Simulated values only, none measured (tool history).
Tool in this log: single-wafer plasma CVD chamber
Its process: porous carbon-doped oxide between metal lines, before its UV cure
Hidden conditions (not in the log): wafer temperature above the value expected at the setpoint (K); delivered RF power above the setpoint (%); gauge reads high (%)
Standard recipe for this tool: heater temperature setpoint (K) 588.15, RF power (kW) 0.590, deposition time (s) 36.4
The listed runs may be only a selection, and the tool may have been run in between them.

| run | hour | heater temperature setpoint (K) | RF power (kW) | deposition time (s) | wafers since the last listed run | hours since the last thermocouple change | hours since the last RF generator calibration | hours since the showerhead was replaced | hours since the gauge calibration | read-back reference wafer on the same gauge, thickness_nm | mean film thickness on the monitor wafer (Å) |
|---|---|---|---|---|---|---|---|---|---|---|---|
| 1 | 0.0 | 588.15 | 0.590 | 39.2 | 0 | 1960.0 | 2144.1 | 2074.8 | 311.4 | 180.117 | 2092.51 |
| 2 | 61.8 | 588.15 | 0.590 | 36.4 | 1529 | 2021.8 | 2205.9 | 2136.6 | 373.2 | 180.081 | 1931.32 |
|  | 114.6 | gauge calibrated |
| 3 | 145.0 | 588.15 | 0.590 | 36.4 | 2058 | 2105.0 | 2289.1 | 2219.8 | 30.4 | 180.043 | 1920.67 |
| 4 | 232.0 | 588.15 | 0.590 | 36.4 | 2152 | 2192.0 | 2376.1 | 2306.8 | 117.4 | 180.000 | 1909.33 |
| 5 | 275.2 | 588.15 | 0.590 | 36.4 | 1068 | 2235.2 | 2419.3 | 2350.0 | 160.6 | 179.689 | 1898.97 |
|  | 292.5 | RF generator calibrated |
| 6 | 344.8 | 588.15 | 0.590 | 36.4 | 1524 | 2304.8 | 52.3 | 2419.6 | 230.2 | 180.190 | 2022.83 |
|  | 359.5 | showerhead replaced, of another model than before |
| 7 | 389.4 | 588.15 | 0.590 | 36.4 | 905 | 2349.4 | 96.9 | 29.9 | 274.8 | 180.194 | 2048.68 |
| 8 | 459.0 | 575.15 | 0.525 | 33.2 | 1722 | 2419.0 | 166.5 | 99.5 | 344.4 | 180.285 | 1866.64 |
|  | 524.9 | gauge calibrated |
| 9 | 530.0 | 588.15 | 0.590 | 36.4 | 1756 | 2490.0 | 237.5 | 170.5 | 5.1 | 180.180 | 2019.88 |
| 10 | 595.1 | 602.15 | 0.590 | 36.4 | 1610 | 2555.1 | 302.6 | 235.6 | 70.2 | 180.004 | 1877.84 |
| 11 | 661.9 | 596.15 | 0.590 | 41.9 | 1652 | 2621.9 | 369.4 | 302.4 | 137.0 | 180.129 | 2219.31 |
|  | 701.4 | thermocouple changed; heater temperature recalibrated |
| 12 | 713.1 | 576.15 | 0.525 | 39.7 | 1068 | 11.7 | 420.6 | 353.6 | 188.2 | 180.035 | 2200.42 |
| 13 | 778.3 | 579.15 | 0.590 | 40.7 | 1613 | 76.9 | 485.8 | 418.8 | 253.4 | 179.559 | 2413.16 |
| 14 | 877.7 | 602.15 | 0.620 | 36.4 | 2459 | 176.3 | 585.2 | 518.2 | 352.8 | 179.995 | 1920.03 |

What differs in the tool's unlogged condition from the final listed run ahead of each entry between runs to the first listed run following it?
Runs 2 to 3: gauge calibrated (hour 114.6)
  delivered RF power above the setpoint (%): -6.31 -> -6.78
  measured minus no-state result, mean film thickness on the monitor wafer (Å): -121.70 -> -130.97
Runs 5 to 6: RF generator calibrated (hour 292.5)
  delivered RF power above the setpoint (%): -7.55 -> -1.12
  measured minus no-state result, mean film thickness on the monitor wafer (Å): -145.86 -> -21.19
Runs 6 to 7: showerhead replaced, of another model than before (hour 359.5)
  delivered RF power above the setpoint (%): -1.12 -> -1.13
  measured minus no-state result, mean film thickness on the monitor wafer (Å): -21.19 -> -15.80
Runs 8 to 9: gauge calibrated (hour 524.9)
  delivered RF power above the setpoint (%): -1.16 -> -1.19
  measured minus no-state result, mean film thickness on the monitor wafer (Å): -15.00 -> -16.40
Runs 11 to 12: thermocouple changed; heater temperature recalibrated (hour 701.4)
  delivered RF power above the setpoint (%): -1.29 -> -1.34
  measured minus no-state result, mean film thickness on the monitor wafer (Å): -19.56 -> -20.59

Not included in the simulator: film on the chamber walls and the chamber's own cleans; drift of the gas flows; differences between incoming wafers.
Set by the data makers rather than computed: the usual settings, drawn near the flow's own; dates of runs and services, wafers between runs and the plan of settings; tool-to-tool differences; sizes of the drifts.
